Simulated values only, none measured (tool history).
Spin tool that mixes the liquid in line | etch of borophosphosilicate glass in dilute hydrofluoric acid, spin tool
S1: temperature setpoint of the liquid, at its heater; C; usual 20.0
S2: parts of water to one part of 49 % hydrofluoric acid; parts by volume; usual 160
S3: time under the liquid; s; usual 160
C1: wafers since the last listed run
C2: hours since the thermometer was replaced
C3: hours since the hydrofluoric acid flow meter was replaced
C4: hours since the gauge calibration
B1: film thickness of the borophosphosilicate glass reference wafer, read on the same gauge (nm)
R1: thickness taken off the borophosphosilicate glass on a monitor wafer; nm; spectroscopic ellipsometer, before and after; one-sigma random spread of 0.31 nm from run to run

{"run": 1, "hour": 0.0, "S1": 20.0, "S2": 160, "S3": 160, "C1": 0, "C2": 655.1, "C3": 271.0, "C4": 14.1, "B1": 40.03, "R1": 52.03}
{"run": 2, "hour": 31.4, "S1": 20.0, "S2": 160, "S3": 160, "C1": 226, "C2": 686.5, "C3": 302.4, "C4": 45.5, "B1": 39.99, "R1": 51.71}
{"run": 3, "hour": 51.6, "S1": 20.0, "S2": 160, "S3": 160, "C1": 145, "C2": 706.7, "C3": 322.6, "C4": 65.7, "B1": 40.0, "R1": 52.38}
{"run": 4, "hour": 66.1, "S1": 20.0, "S2": 160, "S3": 160, "C1": 104, "C2": 721.2, "C3": 337.1, "C4": 80.2, "B1": 39.94, "R1": 52.46}
{"run": 5, "hour": 88.1, "S1": 20.0, "S2": 160, "S3": 160, "C1": 158, "C2": 743.2, "C3": 359.1, "C4": 102.2, "B1": 39.98, "R1": 52.96}
{"run": 6, "hour": 118.7, "S1": 20.0, "S2": 160, "S3": 160, "C1": 221, "C2": 773.8, "C3": 389.7, "C4": 132.8, "B1": 39.99, "R1": 52.85}
{"hour": 147.6, "done": "thermometer replaced"}
{"run": 7, "hour": 151.5, "S1": 20.0, "S2": 160, "S3": 160, "C1": 229, "C2": 3.9, "C3": 422.5, "C4": 165.6, "B1": 40.03, "R1": 47.65}
{"run": 8, "hour": 186.2, "S1": 20.0, "S2": 160, "S3": 125, "C1": 250, "C2": 38.6, "C3": 457.2, "C4": 200.3, "B1": 39.98, "R1": 37.09}
{"hour": 209.7, "done": "hydrofluoric acid flow meter replaced"}
{"run": 9, "hour": 216.6, "S1": 20.0, "S2": 160, "S3": 160, "C1": 212, "C2": 69.0, "C3": 6.9, "C4": 230.7, "B1": 39.99, "R1": 46.54}
{"hour": 233.5, "done": "gauge calibrated"}
{"run": 10, "hour": 243.6, "S1": 20.0, "S2": 115, "S3": 160, "C1": 195, "C2": 96.0, "C3": 33.9, "C4": 10.1, "B1": 40.02, "R1": 67.51}
{"run": 11, "hour": 273.8, "S1": 20.0, "S2": 160, "S3": 160, "C1": 218, "C2": 126.2, "C3": 64.1, "C4": 40.3, "B1": 40.0, "R1": 46.8}
{"run": 12, "hour": 306.8, "S1": 20.0, "S2": 180, "S3": 160, "C1": 238, "C2": 159.2, "C3": 97.1, "C4": 73.3, "B1": 40.0, "R1": 41.17}
{"run": 13, "hour": 342.3, "S1": 22.5, "S2": 160, "S3": 235, "C1": 256, "C2": 194.7, "C3": 132.6, "C4": 108.8, "B1": 40.01, "R1": 76.2}
{"run": 14, "hour": 362.2, "S1": 20.0, "S2": 160, "S3": 220, "C1": 143, "C2": 214.6, "C3": 152.5, "C4": 128.7, "B1": 40.01, "R1": 66.19}
{"run": 15, "hour": 400.8, "S1": 20.0, "S2": 160, "S3": 130, "C1": 278, "C2": 253.2, "C3": 191.1, "C4": 167.3, "B1": 40.04, "R1": 39.4}
{"run": 16, "hour": 426.5, "S1": 20.0, "S2": 160, "S3": 160, "C1": 185, "C2": 278.9, "C3": 216.8, "C4": 193.0, "B1": 40.02, "R1": 48.76}
{"run": 17, "hour": 457.3, "S1": 20.0, "S2": 185, "S3": 160, "C1": 222, "C2": 309.7, "C3": 247.6, "C4": 223.8, "B1": 39.96, "R1": 41.56}

Each row is a separate what-if for the run after 17, all from the same tool condition, not one after another. Results?
{"run": "A", "hour": 457.8, "S1": 24.5, "S2": 160, "S3": 160, "C1": 3, "C2": 310.2, "C3": 248.1, "C4": 224.3, "B1": "?", "R1": "?"}
{"run": "B", "hour": 457.8, "S1": 20.0, "S2": 135, "S3": 70, "C1": 3, "C2": 310.2, "C3": 248.1, "C4": 224.3, "B1": "?", "R1": "?"}
{"run": "C", "hour": 457.8, "S1": 23.0, "S2": 215, "S3": 160, "C1": 3, "C2": 310.2, "C3": 248.1, "C4": 224.3, "B1": "?", "R1": "?"}
{"run": "D", "hour": 457.8, "S1": 17.0, "S2": 160, "S3": 160, "C1": 3, "C2": 310.2, "C3": 248.1, "C4": 224.3, "B1": "?", "R1": "?"}

run=A B1=40.01 R1=58.31
run=B B1=40.01 R1=26.13
run=C B1=40.01 R1=38.65
run=D B1=40.01 R1=43.56
Had the tool no hidden state, the same runs would have come out as:
run=A R1=54.00
run=B R1=24.15
run=C R1=35.79
run=D R1=40.23
